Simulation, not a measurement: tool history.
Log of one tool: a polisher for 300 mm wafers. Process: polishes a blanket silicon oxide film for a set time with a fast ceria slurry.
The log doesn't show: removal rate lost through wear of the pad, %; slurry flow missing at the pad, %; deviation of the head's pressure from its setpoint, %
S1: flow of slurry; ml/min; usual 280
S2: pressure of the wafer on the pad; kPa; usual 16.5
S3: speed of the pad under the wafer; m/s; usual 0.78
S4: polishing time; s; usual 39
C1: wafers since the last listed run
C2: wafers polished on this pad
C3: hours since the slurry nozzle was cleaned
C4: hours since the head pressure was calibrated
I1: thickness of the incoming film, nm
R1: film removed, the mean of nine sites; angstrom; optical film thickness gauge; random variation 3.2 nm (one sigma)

run 1 hour=0 | S1=280 S2=16.5 S3=0.78 S4=39 | C1=0 C2=3018 C3=654.2 C4=1208.4 | I1=1542.5 | R1=4195
-- hour=25.7 worn pad replaced by a new one
run 2 hour=65.3 | S1=280 S2=12.4 S3=0.78 S4=39 | C1=448 C2=289 C3=719.5 C4=1273.7 | I1=1564.3 | R1=3275
run 3 hour=108.1 | S1=280 S2=20.7 S3=0.98 S4=39 | C1=313 C2=603 C3=762.3 C4=1316.5 | I1=1554.7 | R1=6718
run 4 hour=138.8 | S1=280 S2=20.7 S3=0.98 S4=39 | C1=224 C2=827 C3=793 C4=1347.2 | I1=1549.9 | R1=6724
-- hour=203.2 slurry nozzle cleaned
run 5 hour=206.7 | S1=280 S2=20.7 S3=0.98 S4=39 | C1=489 C2=1317 C3=3.5 C4=1415.1 | I1=1549.2 | R1=6822
-- hour=251 head pressure recalibrated
run 6 hour=263.8 | S1=280 S2=16.5 S3=0.56 S4=39 | C1=403 C2=1721 C3=60.6 C4=12.8 | I1=1560.1 | R1=3089
run 7 hour=287.8 | S1=280 S2=16.5 S3=0.56 S4=39 | C1=175 C2=1896 C3=84.6 C4=36.8 | I1=1565.6 | R1=3081
run 8 hour=326 | S1=280 S2=16.5 S3=0.78 S4=39 | C1=279 C2=2176 C3=122.8 C4=75 | I1=1556.7 | R1=4353
run 9 hour=386 | S1=205 S2=16.5 S3=0.78 S4=39 | C1=439 C2=2615 C3=182.8 C4=135 | I1=1568 | R1=4097
run 10 hour=437.4 | S1=205 S2=16.5 S3=0.78 S4=39 | C1=376 C2=2991 C3=234.2 C4=186.4 | I1=1560.7 | R1=4077
run 11 hour=463.1 | S1=205 S2=16.5 S3=0.78 S4=39 | C1=188 C2=3180 C3=259.9 C4=212.1 | I1=1585.5 | R1=4127
-- hour=488.4 worn pad replaced by a new one
run 12 hour=504.4 | S1=280 S2=16.5 S3=0.78 S4=39 | C1=273 C2=116 C3=301.2 C4=253.4 | I1=1571.2 | R1=4467
run 13 hour=570.1 | S1=280 S2=16.5 S3=0.78 S4=39 | C1=480 C2=597 C3=366.9 C4=319.1 | I1=1557.5 | R1=4336
run 14 hour=619.1 | S1=280 S2=16.5 S3=0.78 S4=45 | C1=358 C2=956 C3=415.9 C4=368.1 | I1=1557.2 | R1=4988
run 15 hour=678.9 | S1=280 S2=16.5 S3=0.78 S4=39 | C1=437 C2=1394 C3=475.7 C4=427.9 | I1=1576.8 | R1=4298
run 16 hour=733.7 | S1=280 S2=19.3 S3=0.78 S4=25 | C1=401 C2=1795 C3=530.5 C4=482.7 | I1=1559 | R1=3228
run 17 hour=765.8 | S1=205 S2=11.7 S3=0.96 S4=39 | C1=234 C2=2030 C3=562.6 C4=514.8 | I1=1572.9 | R1=3511
run 18 hour=798.8 | S1=320 S2=18.6 S3=1.02 S4=43 | C1=241 C2=2272 C3=595.6 C4=547.8 | I1=1551.8 | R1=7061
-- hour=850.6 worn pad replaced by a new one
run 19 hour=861.1 | S1=200 S2=18.6 S3=0.78 S4=39 | C1=426 C2=76 C3=657.9 C4=610.1 | I1=1557.9 | R1=4674
run 20 hour=887.8 | S1=250 S2=20 S3=0.78 S4=28 | C1=195 C2=272 C3=684.6 C4=636.8 | I1=1575 | R1=3715
run 21 hour=923.7 | S1=180 S2=21.4 S3=0.62 S4=32 | C1=262 C2=535 C3=720.5 C4=672.7 | I1=1582.7 | R1=3287
run 22 hour=955.6 | S1=280 S2=16.5 S3=0.9 S4=39 | C1=233 C2=768 C3=752.4 C4=704.6 | I1=1592 | R1=4884
run 23 hour=1022.7 | S1=280 S2=16.5 S3=0.78 S4=39 | C1=491 C2=1259 C3=819.5 C4=771.7 | I1=1580.7 | R1=4188
run 24 hour=1066.3 | S1=340 S2=16.5 S3=0.78 S4=39 | C1=319 C2=1578 C3=863.1 C4=815.3 | I1=1555.9 | R1=4309
run 25 hour=1091.4 | S1=280 S2=16.5 S3=0.78 S4=39 | C1=183 C2=1762 C3=888.2 C4=840.4 | I1=1571.6 | R1=4185
-- hour=1096.2 slurry nozzle cleaned
run 26 hour=1129.7 | S1=280 S2=16.5 S3=1.02 S4=39 | C1=273 C2=2035 C3=33.5 C4=878.7 | I1=1540.8 | R1=5693
run 27 hour=1155.1 | S1=280 S2=16.5 S3=0.78 S4=39 | C1=185 C2=2221 C3=58.9 C4=904.1 | I1=1547.2 | R1=4360
run 28 hour=1211.4 | S1=280 S2=16.5 S3=0.78 S4=39 | C1=412 C2=2633 C3=115.2 C4=960.4 | I1=1557.8 | R1=4324
run 29 hour=1266.2 | S1=375 S2=16.5 S3=0.96 S4=39 | C1=401 C2=3034 C3=170 C4=1015.2 | I1=1556.6 | R1=5402
run 30 hour=1317.2 | S1=210 S2=20.7 S3=0.68 S4=33 | C1=373 C2=3408 C3=221 C4=1066.2 | I1=1532.6 | R1=3828
-- hour=1331.2 worn pad replaced by a new one
run 31 hour=1378.7 | S1=180 S2=14.5 S3=0.64 S4=39 | C1=420 C2=347 C3=282.5 C4=1127.7 | I1=1550.3 | R1=2945
run 32 hour=1425.7 | S1=340 S2=14.5 S3=0.78 S4=39 | C1=344 C2=692 C3=329.5 C4=1174.7 | I1=1555.4 | R1=3883
run 33 hour=1481.3 | S1=180 S2=16.5 S3=0.7 S4=39 | C1=407 C2=1099 C3=385.1 C4=1230.3 | I1=1568 | R1=3624
run 34 hour=1511.1 | S1=235 S2=12.4 S3=0.78 S4=39 | C1=218 C2=1317 C3=414.9 C4=1260.1 | I1=1556.3 | R1=3108
run 35 hour=1575.7 | S1=280 S2=16.5 S3=1.06 S4=39 | C1=472 C2=1790 C3=479.5 C4=1324.7 | I1=1534.6 | R1=5736
run 36 hour=1604.3 | S1=280 S2=16.5 S3=0.78 S4=39 | C1=209 C2=1999 C3=508.1 C4=1353.3 | I1=1552.5 | R1=4238
-- hour=1666.4 head pressure recalibrated
run 37 hour=1666.9 | S1=280 S2=16.5 S3=0.92 S4=51 | C1=443 C2=2443 C3=570.7 C4=0.5 | I1=1563.4 | R1=6542
run 38 hour=1689.7 | S1=365 S2=16.5 S3=0.78 S4=30 | C1=166 C2=2609 C3=593.5 C4=23.3 | I1=1558.5 | R1=3363

Forecast each of these 3 alternatives for the next run:
run A hour=1690.1 | S1=365 S2=16.5 S3=0.78 S4=39 | C1=2 C2=2612 C3=593.9 C4=23.7 | I1=1570.6 | R1=?
run B hour=1690.1 | S1=360 S2=12.4 S3=0.94 S4=33 | C1=2 C2=2612 C3=593.9 C4=23.7 | I1=1570.6 | R1=?
run C hour=1690.1 | S1=340 S2=21.4 S3=0.78 S4=39 | C1=2 C2=2612 C3=593.9 C4=23.7 | I1=1570.6 | R1=?

run=A R1=4347
run=B R1=3321
run=C R1=5572
Without the tool's hidden state the same runs would have given:
run=A R1=4655
run=B R1=3558
run=C R1=5977

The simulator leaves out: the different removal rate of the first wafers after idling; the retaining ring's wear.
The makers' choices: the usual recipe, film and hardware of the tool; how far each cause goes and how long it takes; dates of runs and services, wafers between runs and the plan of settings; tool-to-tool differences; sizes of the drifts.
